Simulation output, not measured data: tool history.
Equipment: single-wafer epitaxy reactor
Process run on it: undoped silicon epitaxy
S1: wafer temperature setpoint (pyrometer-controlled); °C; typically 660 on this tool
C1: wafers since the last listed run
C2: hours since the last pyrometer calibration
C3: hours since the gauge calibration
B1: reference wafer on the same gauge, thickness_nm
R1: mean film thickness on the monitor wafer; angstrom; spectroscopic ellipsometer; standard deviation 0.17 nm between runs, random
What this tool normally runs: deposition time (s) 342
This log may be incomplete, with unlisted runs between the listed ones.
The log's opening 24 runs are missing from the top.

Run 25, hour 718.2: usual settings; C1 178; C2 3069.4; C3 191.9; B1 71.333. Result: R1 696.72 angstrom.
Run 26, hour 747.5: usual settings but S1 674 °C; C1 196; C2 3098.7; C3 221.2; B1 71.33. Result: R1 899.31 angstrom.
At hour 767: pyrometer calibrated.
Run 27, hour 777.8: usual settings but S1 667 °C, deposition time (s) 403; C1 149; C2 10.8; C3 251.5; B1 71.264. Result: R1 935.9 angstrom.
Run 28, hour 803.4: usual settings but S1 673 °C, deposition time (s) 395; C1 171; C2 36.4; C3 277.1; B1 71.312. Result: R1 1021.78 angstrom.
Run 29, hour 822: usual settings but S1 652 °C, deposition time (s) 294; C1 124; C2 55; C3 295.7; B1 71.339. Result: R1 518.03 angstrom.
Run 30, hour 834.1: usual settings but S1 647 °C, deposition time (s) 409; C1 80; C2 67.1; C3 307.8; B1 71.402. Result: R1 650.96 angstrom.
Run 31, hour 865.5: usual settings but S1 656 °C, deposition time (s) 305; C1 210; C2 98.5; C3 339.2; B1 71.241. Result: R1 574.75 angstrom.
Run 32, hour 880.2: usual settings but S1 647 °C, deposition time (s) 409; C1 98; C2 113.2; C3 353.9; B1 71.257. Result: R1 648.78 angstrom.
Run 33, hour 914.7: usual settings but S1 664 °C, deposition time (s) 299; C1 230; C2 147.7; C3 388.4; B1 71.254. Result: R1 659.52 angstrom.
Run 34, hour 937.1: usual settings; C1 149; C2 170.1; C3 410.8; B1 71.386. Result: R1 695.88 angstrom.
Run 35, hour 966.4: usual settings; C1 196; C2 199.4; C3 440.1; B1 71.204. Result: R1 696.67 angstrom.
Run 36, hour 985.8: usual settings but S1 645 °C, deposition time (s) 321; C1 129; C2 218.8; C3 459.5; B1 71.302. Result: R1 491.57 angstrom.
Run 37, hour 1014.9: usual settings but S1 650 °C, deposition time (s) 317; C1 194; C2 247.9; C3 488.6; B1 71.336. Result: R1 535.39 angstrom.
Run 38, hour 1035.1: usual settings but S1 647 °C, deposition time (s) 393; C1 135; C2 268.1; C3 508.8; B1 71.258. Result: R1 625.44 angstrom.
Run 39, hour 1069: usual settings but S1 674 °C, deposition time (s) 378; C1 226; C2 302; C3 542.7; B1 71.272. Result: R1 1001.3 angstrom.
Run 40, hour 1090.5: usual settings but S1 667 °C, deposition time (s) 406; C1 143; C2 323.5; C3 564.2; B1 71.316. Result: R1 940.66 angstrom.
Run 41, hour 1121.3: usual settings but S1 671 °C, deposition time (s) 275; C1 206; C2 354.3; C3 595; B1 71.358. Result: R1 686.38 angstrom.
Run 42, hour 1179.1: usual settings but S1 675 °C, deposition time (s) 276; C1 386; C2 412.1; C3 652.8; B1 71.247. Result: R1 741.95 angstrom.

Branching from run 42: 5 alternative next runs. What would each branch give?
Run A, hour 1179.6: usual settings; C1 3; C2 412.6; C3 653.3; B1 ?. Result: R1 ?.
Run B, hour 1179.6: usual settings but S1 665 °C; C1 3; C2 412.6; C3 653.3; B1 ?. Result: R1 ?.
Run C, hour 1179.6: usual settings but S1 649 °C, deposition time (s) 288; C1 3; C2 412.6; C3 653.3; B1 ?. Result: R1 ?.
Run D, hour 1179.6: usual settings but S1 672 °C, deposition time (s) 319; C1 3; C2 412.6; C3 653.3; B1 ?. Result: R1 ?.
Run E, hour 1179.6: usual settings but S1 668 °C, deposition time (s) 299; C1 3; C2 412.6; C3 653.3; B1 ?. Result: R1 ?.

run      B1      R1
  A  71.281  696.35
  B  71.281  764.52
  C  71.281  476.01
  D  71.281  811.51
  E  71.281  706.61
Without the tool's unlogged condition, the same runs would have read:
run      R1
  A  696.35
  B  764.52
  C  476.01
  D  811.51
  E  706.61

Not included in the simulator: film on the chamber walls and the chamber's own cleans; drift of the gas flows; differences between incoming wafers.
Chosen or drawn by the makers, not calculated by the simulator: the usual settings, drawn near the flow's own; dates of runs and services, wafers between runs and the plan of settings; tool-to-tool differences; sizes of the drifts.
